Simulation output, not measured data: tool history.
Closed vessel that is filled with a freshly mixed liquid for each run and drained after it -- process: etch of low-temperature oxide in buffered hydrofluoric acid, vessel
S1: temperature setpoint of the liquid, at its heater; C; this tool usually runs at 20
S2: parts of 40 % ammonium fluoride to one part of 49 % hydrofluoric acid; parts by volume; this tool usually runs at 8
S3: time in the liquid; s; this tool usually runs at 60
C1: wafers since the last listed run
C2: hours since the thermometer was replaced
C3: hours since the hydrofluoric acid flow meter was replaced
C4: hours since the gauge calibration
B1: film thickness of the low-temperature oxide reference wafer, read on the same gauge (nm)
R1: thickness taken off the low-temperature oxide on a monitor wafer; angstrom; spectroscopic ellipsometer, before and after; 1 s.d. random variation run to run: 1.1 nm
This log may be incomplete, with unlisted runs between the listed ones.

{"run": 1, "hour": 0.0, "S1": 20, "S2": 6, "S3": 60, "C1": 0, "C2": 2719.7, "C3": 455, "C4": 335.5, "B1": 70.01, "R1": 3246.9}
{"hour": 135.6, "done": "hydrofluoric acid flow meter replaced"}
{"run": 2, "hour": 243.3, "S1": 20, "S2": 6, "S3": 60, "C1": 26608, "C2": 2963, "C3": 107.7, "C4": 578.8, "B1": 69.99, "R1": 3238.6}
{"run": 3, "hour": 282.7, "S1": 20, "S2": 8, "S3": 60, "C1": 4326, "C2": 3002.4, "C3": 147.1, "C4": 618.2, "B1": 70, "R1": 2442.5}
{"run": 4, "hour": 328.6, "S1": 20, "S2": 8, "S3": 60, "C1": 5040, "C2": 3048.3, "C3": 193, "C4": 664.1, "B1": 69.99, "R1": 2447.1}
{"run": 5, "hour": 373.3, "S1": 20, "S2": 8, "S3": 60, "C1": 4908, "C2": 3093, "C3": 237.7, "C4": 708.8, "B1": 70, "R1": 2432.2}
{"hour": 406.7, "done": "gauge calibrated"}
{"run": 6, "hour": 464.5, "S1": 20, "S2": 8, "S3": 60, "C1": 10015, "C2": 3184.2, "C3": 328.9, "C4": 57.8, "B1": 70.01, "R1": 2452.2}
{"hour": 486.9, "done": "thermometer replaced"}
{"run": 7, "hour": 560.3, "S1": 20, "S2": 8, "S3": 60, "C1": 10410, "C2": 73.4, "C3": 424.7, "C4": 153.6, "B1": 70, "R1": 2623.2}
{"run": 8, "hour": 618.8, "S1": 20, "S2": 8, "S3": 60, "C1": 6424, "C2": 131.9, "C3": 483.2, "C4": 212.1, "B1": 70.01, "R1": 2619.9}
{"run": 9, "hour": 661.5, "S1": 23, "S2": 7, "S3": 85, "C1": 4689, "C2": 174.6, "C3": 525.9, "C4": 254.8, "B1": 70, "R1": 5067.3}
{"run": 10, "hour": 731.7, "S1": 17, "S2": 9, "S3": 30, "C1": 7709, "C2": 244.8, "C3": 596.1, "C4": 325, "B1": 70, "R1": 974.7}
{"run": 11, "hour": 824.4, "S1": 20, "S2": 8, "S3": 85, "C1": 10180, "C2": 337.5, "C3": 688.8, "C4": 417.7, "B1": 70, "R1": 3736}
{"hour": 829.8, "done": "hydrofluoric acid flow meter replaced"}
{"run": 12, "hour": 886.9, "S1": 20, "S2": 8, "S3": 60, "C1": 6753, "C2": 400, "C3": 57.1, "C4": 480.2, "B1": 70.02, "R1": 2614.5}
{"run": 13, "hour": 969.8, "S1": 21.5, "S2": 8, "S3": 40, "C1": 9103, "C2": 482.9, "C3": 140, "C4": 563.1, "B1": 70, "R1": 1891.7}
{"run": 14, "hour": 1026.3, "S1": 20, "S2": 8, "S3": 60, "C1": 6204, "C2": 539.4, "C3": 196.5, "C4": 619.6, "B1": 69.98, "R1": 2605.5}
{"run": 15, "hour": 1075.5, "S1": 20, "S2": 8, "S3": 60, "C1": 5402, "C2": 588.6, "C3": 245.7, "C4": 668.8, "B1": 70.01, "R1": 2603.3}
{"run": 16, "hour": 1113.4, "S1": 20, "S2": 7, "S3": 80, "C1": 4162, "C2": 626.5, "C3": 283.6, "C4": 706.7, "B1": 69.98, "R1": 4017.2}

Some steps in R1 between neighbouring runs. How much of each would the tool show without its hidden state too (settings, what came in, random variation), and how much is left for the hidden state, with any gauge scatter that isn't in both results?
Hidden state at play: liquid colder than its thermometer reads (K); hydrofluoric acid flow below the setpoint (%); gauge reads high (%).
Run 6 -> 7: thermometer replaced. R1 +171 angstrom: hidden state +184.5, all else -13.5.
Run 9 -> 10: S1 23 -> 17, S2 7 -> 9, S3 85 -> 30. R1 -4092.6 angstrom: hidden state +20.5, all else -4113.1.
